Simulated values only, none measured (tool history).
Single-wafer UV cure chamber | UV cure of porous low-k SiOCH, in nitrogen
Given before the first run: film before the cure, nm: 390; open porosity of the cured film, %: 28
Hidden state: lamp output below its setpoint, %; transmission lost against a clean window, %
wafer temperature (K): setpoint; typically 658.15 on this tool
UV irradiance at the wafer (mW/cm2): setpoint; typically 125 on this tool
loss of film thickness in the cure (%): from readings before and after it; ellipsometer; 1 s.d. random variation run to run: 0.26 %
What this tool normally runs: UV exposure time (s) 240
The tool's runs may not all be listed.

run,hour,wafer temperature (K),UV exposure time (s),UV irradiance at the wafer (mW/cm2),wafers since the last listed run,hours since the UV bulbs were replaced,wafers since the quartz window was cleaned,loss of film thickness in the cure (%)
1,0.0,658.15,240,125,0,674.8,2453,13.346
2,28.1,658.15,240,125,223,702.9,2677,13.353
3,49.5,658.15,240,125,170,724.3,2848,13.636
4,75.3,658.15,240,137,205,750.1,3053,13.209
5,167.3,658.15,240,105,732,842.1,3786,12.085
6,203.3,658.15,240,115,286,878.1,4072,12.398
7,236.8,658.15,240,115,266,911.6,4339,12.582
8,267.0,658.15,240,125,240,941.8,4579,13.126
9,299.7,658.15,240,125,260,974.5,4840,12.600
10,323.0,658.15,320,145,185,997.8,5025,15.250
# hour 332.4: quartz window cleaned
11,342.9,658.15,320,145,94,1017.7,83,15.086
12,363.3,658.15,240,125,162,1038.1,245,12.665
# hour 396.2: UV bulbs replaced
13,397.9,658.15,240,125,211,1.7,457,14.824
14,418.0,658.15,380,147,160,21.8,617,18.307
15,431.4,676.15,275,125,106,35.2,724,15.603
16,459.8,642.15,370,112,226,63.6,950,16.054
17,531.5,658.15,240,125,570,135.3,1521,14.178
18,564.5,672.15,135,125,262,168.3,1784,11.833
19,614.6,640.15,165,98,398,218.4,2182,10.432
20,646.1,672.15,345,152,250,249.9,2433,17.525
21,674.9,658.15,240,125,229,278.7,2663,14.398
22,691.1,658.15,240,100,128,294.9,2792,12.549
23,718.0,658.15,240,125,214,321.8,3006,13.896
24,732.8,648.15,240,95,117,336.6,3124,12.370
25,745.3,676.15,305,162,99,349.1,3223,17.070
26,773.4,667.15,95,111,223,377.2,3447,8.748
27,808.4,640.15,370,137,278,412.2,3726,16.198

Each row is a separate what-if for the run after 27, all from the same tool condition, not one after another. Results?
A,808.9,647.15,240,125,3,412.7,3730,?
B,808.9,658.15,240,104,3,412.7,3730,?
C,808.9,658.15,320,144,3,412.7,3730,?
D,808.9,639.15,315,153,3,412.7,3730,?
E,808.9,639.15,115,125,3,412.7,3730,?

run,loss of film thickness in the cure (%)
A,13.884
B,13.165
C,16.407
D,16.225
E,10.006
With the hidden condition removed and each run's random variation left untouched, the same runs would have given:
run,loss of film thickness in the cure (%)
A,14.611
B,13.882
C,17.160
D,16.976
E,10.687

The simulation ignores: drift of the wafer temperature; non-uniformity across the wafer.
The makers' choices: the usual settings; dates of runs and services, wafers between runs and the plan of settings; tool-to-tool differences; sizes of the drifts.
